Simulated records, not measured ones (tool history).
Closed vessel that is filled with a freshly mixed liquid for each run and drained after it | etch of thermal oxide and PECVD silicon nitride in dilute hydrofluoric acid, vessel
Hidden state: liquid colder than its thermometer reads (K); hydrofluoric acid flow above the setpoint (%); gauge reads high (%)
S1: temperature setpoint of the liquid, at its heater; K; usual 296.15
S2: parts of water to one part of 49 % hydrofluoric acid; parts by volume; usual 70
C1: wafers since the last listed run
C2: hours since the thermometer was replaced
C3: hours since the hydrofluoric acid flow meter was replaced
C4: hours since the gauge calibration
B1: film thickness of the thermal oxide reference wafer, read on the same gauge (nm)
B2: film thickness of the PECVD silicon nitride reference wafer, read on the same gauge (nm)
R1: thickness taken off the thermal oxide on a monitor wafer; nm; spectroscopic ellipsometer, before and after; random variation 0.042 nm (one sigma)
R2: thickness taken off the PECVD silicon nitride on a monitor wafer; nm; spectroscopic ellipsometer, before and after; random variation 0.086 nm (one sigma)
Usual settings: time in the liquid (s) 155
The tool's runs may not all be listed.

Run 1, hour 0: usual settings but S1 293.65 K; C1 0; C2 335.2; C3 554.9; C4 824.4; B1 117.26; B2 136.84. Result: R1 9.37 nm, R2 7.12 nm.
Run 2, hour 24.6: usual settings; C1 1534; C2 359.8; C3 579.5; C4 849; B1 117.21; B2 136.76. Result: R1 10.3 nm, R2 8.45 nm.
Run 3, hour 191.6: usual settings; C1 10415; C2 526.8; C3 746.5; C4 1016; B1 116.67; B2 136.12. Result: R1 10.31 nm, R2 8.42 nm.
Run 4, hour 223.4: usual settings but S1 300.15 K, time in the liquid (s) 115; C1 1983; C2 558.6; C3 778.3; C4 1047.8; B1 116.57; B2 136. Result: R1 8.93 nm, R2 8.03 nm.
Run 5, hour 285.3: usual settings but S1 300.15 K, time in the liquid (s) 115; C1 3860; C2 620.5; C3 840.2; C4 1109.7; B1 116.4; B2 135.78. Result: R1 8.98 nm, R2 8.13 nm.
Run 6, hour 328.1: usual settings; C1 2669; C2 663.3; C3 883; C4 1152.5; B1 116.27; B2 135.62. Result: R1 10.35 nm, R2 8.27 nm.
Run 7, hour 385.3: usual settings; C1 3567; C2 720.5; C3 940.2; C4 1209.7; B1 116.03; B2 135.41. Result: R1 10.27 nm, R2 8.38 nm.
At hour 404.2: gauge calibrated.
Run 8, hour 437.7: usual settings; C1 3268; C2 772.9; C3 992.6; C4 33.5; B1 119.82; B2 139.77. Result: R1 10.54 nm, R2 8.5 nm.
Run 9, hour 499.7: usual settings; C1 3866; C2 834.9; C3 1054.6; C4 95.5; B1 119.6; B2 139.58. Result: R1 10.58 nm, R2 8.55 nm.
Run 10, hour 552.3: usual settings but S1 292.65 K, S2 85 parts by volume; C1 3280; C2 887.5; C3 1107.2; C4 148.1; B1 119.46; B2 139.37. Result: R1 7.32 nm, R2 5.56 nm.
At hour 738.8: hydrofluoric acid flow meter replaced.
Run 11, hour 754.9: usual settings but time in the liquid (s) 180; C1 12573; C2 1090.1; C3 16.1; C4 350.7; B1 118.82; B2 138.6. Result: R1 12.23 nm, R2 9.93 nm.
Run 12, hour 811.2: usual settings but S2 50 parts by volume, time in the liquid (s) 65; C1 3511; C2 1146.4; C3 72.4; C4 407; B1 118.65; B2 138.45. Result: R1 6.28 nm, R2 4.98 nm.
At hour 829.3: thermometer replaced.
Run 13, hour 856: usual settings; C1 2731; C2 26.7; C3 117.2; C4 451.8; B1 118.5; B2 138.25. Result: R1 10.43 nm, R2 8.47 nm.
Run 14, hour 888.6: usual settings; C1 2033; C2 59.3; C3 149.8; C4 484.4; B1 118.41; B2 138.15. Result: R1 10.36 nm, R2 8.47 nm.
Run 15, hour 952.2: usual settings; C1 3966; C2 122.9; C3 213.4; C4 548; B1 118.21; B2 137.9. Result: R1 10.46 nm, R2 8.6 nm.
Run 16, hour 1000.4: usual settings but time in the liquid (s) 225; C1 3006; C2 171.1; C3 261.6; C4 596.2; B1 118.06; B2 137.72. Result: R1 15.03 nm, R2 12.17 nm.
Run 17, hour 1126.5: usual settings but S1 301.15 K, S2 80 parts by volume; C1 7864; C2 297.2; C3 387.7; C4 722.3; B1 117.67; B2 137.3. Result: R1 10.87 nm, R2 10.38 nm.
Run 18, hour 1165.5: usual settings but time in the liquid (s) 195; C1 2432; C2 336.2; C3 426.7; C4 761.3; B1 117.52; B2 137.09. Result: R1 13.02 nm, R2 10.5 nm.
Run 19, hour 1197: usual settings; C1 1964; C2 367.7; C3 458.2; C4 792.8; B1 117.42; B2 137.03. Result: R1 10.27 nm, R2 8.37 nm.
Run 20, hour 1268.2: usual settings but S1 292.15 K; C1 4440; C2 438.9; C3 529.4; C4 864; B1 117.24; B2 136.75. Result: R1 8.76 nm, R2 6.33 nm.
Run 21, hour 1336.7: usual settings but S2 35 parts by volume; C1 4272; C2 507.4; C3 597.9; C4 932.5; B1 117.02; B2 136.51. Result: R1 21.52 nm, R2 16.49 nm.
Run 22, hour 1390.7: usual settings but S1 293.65 K, S2 85 parts by volume; C1 3367; C2 561.4; C3 651.9; C4 986.5; B1 116.87; B2 136.33. Result: R1 7.52 nm, R2 5.86 nm.
Run 23, hour 1459.9: usual settings but S2 50 parts by volume, time in the liquid (s) 65; C1 4315; C2 630.6; C3 721.1; C4 1055.7; B1 116.66; B2 136.07. Result: R1 6.22 nm, R2 4.94 nm.
Run 24, hour 1528.5: usual settings; C1 4278; C2 699.2; C3 789.7; C4 1124.3; B1 116.41; B2 135.82. Result: R1 10.32 nm, R2 8.42 nm.
Run 25, hour 1591.8: usual settings but S2 95 parts by volume; C1 3947; C2 762.5; C3 853; C4 1187.6; B1 116.22; B2 135.61. Result: R1 7.34 nm, R2 6.17 nm.
Run 26, hour 1660.2: usual settings but S1 291.65 K; C1 4265; C2 830.9; C3 921.4; C4 1256; B1 116; B2 135.34. Result: R1 8.54 nm, R2 6.05 nm.

Forecast each of these 3 alternatives for the next run:
Run A, hour 1660.9: usual settings; C1 43; C2 831.6; C3 922.1; C4 1256.7; B1 ?; B2 ?. Result: R1 ?, R2 ?.
Run B, hour 1660.9: usual settings but S1 293.15 K, S2 60 parts by volume; C1 43; C2 831.6; C3 922.1; C4 1256.7; B1 ?; B2 ?. Result: R1 ?, R2 ?.
Run C, hour 1660.9: usual settings but time in the liquid (s) 100; C1 43; C2 831.6; C3 922.1; C4 1256.7; B1 ?; B2 ?. Result: R1 ?, R2 ?.

run      B1      B2     R1    R2
  A  116.01  135.34  10.18  8.33
  B  116.01  135.34  10.61  7.89
  C  116.01  135.34   6.56  5.38
Without the tool's hidden state the same runs would have given:
run     R1    R2
  A  10.53  8.62
  B  10.98  8.17
  C   6.79  5.56
